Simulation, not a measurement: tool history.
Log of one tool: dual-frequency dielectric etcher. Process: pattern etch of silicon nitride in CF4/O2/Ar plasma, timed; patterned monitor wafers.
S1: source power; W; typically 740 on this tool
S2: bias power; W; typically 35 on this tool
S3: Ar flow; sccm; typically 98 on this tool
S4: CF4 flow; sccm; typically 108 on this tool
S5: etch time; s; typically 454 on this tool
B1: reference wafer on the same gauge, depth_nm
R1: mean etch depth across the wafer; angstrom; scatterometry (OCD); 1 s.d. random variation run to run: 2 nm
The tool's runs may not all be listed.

Run 1, day 0: usual settings; B1 1089.9. Result: R1 9825 angstrom.
Run 2, day 1.633: usual settings; B1 1089.5. Result: R1 9808 angstrom.
Run 3, day 2.383: usual settings but S4 127 sccm; B1 1089.8. Result: R1 9965 angstrom.
Run 4, day 2.833: usual settings but S4 127 sccm; B1 1089.8. Result: R1 9951 angstrom.
At day 3.55: CF4 flow controller replaced.
At day 3.883: bias power generator calibrated.
At day 3.883: upper electrode replaced.
At day 4.4: source power generator calibrated.
At day 4.629: wet clean of the chamber.
Run 5, day 4.65: usual settings but S5 520 s; B1 1090.3. Result: R1 10755 angstrom.
Run 6, day 4.667: usual settings; B1 1090. Result: R1 9417 angstrom.
Run 7, day 4.683: usual settings; B1 1090.1. Result: R1 9388 angstrom.
Run 8, day 5.008: usual settings but S1 640 W, S3 115 sccm, S4 96 sccm, S5 549.5 s; B1 1090.4. Result: R1 9481 angstrom.
At day 5.225: gauge calibrated.
At day 6.354: wet clean of the chamber, repeated, since the last time left the tool worse.
Run 9, day 6.375: usual settings but S2 39 W, S3 122 sccm; B1 1089.7. Result: R1 10398 angstrom.
Run 10, day 6.392: usual settings; B1 1090.6. Result: R1 10049 angstrom.
At day 6.762: Ar flow controller replaced.
Run 11, day 6.817: usual settings but S1 800 W, S4 115 sccm, S5 395.5 s; B1 1090. Result: R1 9599 angstrom.

For run 12, what comes out?
Run 12, day 7.375: usual settings but S2 31 W; B1 ?. Result: R1 ?.

{"run 12": {"B1": 1090.4, "R1": 9391}}
With no hidden state in the tool, this same run would have given R1 9414 angstrom.

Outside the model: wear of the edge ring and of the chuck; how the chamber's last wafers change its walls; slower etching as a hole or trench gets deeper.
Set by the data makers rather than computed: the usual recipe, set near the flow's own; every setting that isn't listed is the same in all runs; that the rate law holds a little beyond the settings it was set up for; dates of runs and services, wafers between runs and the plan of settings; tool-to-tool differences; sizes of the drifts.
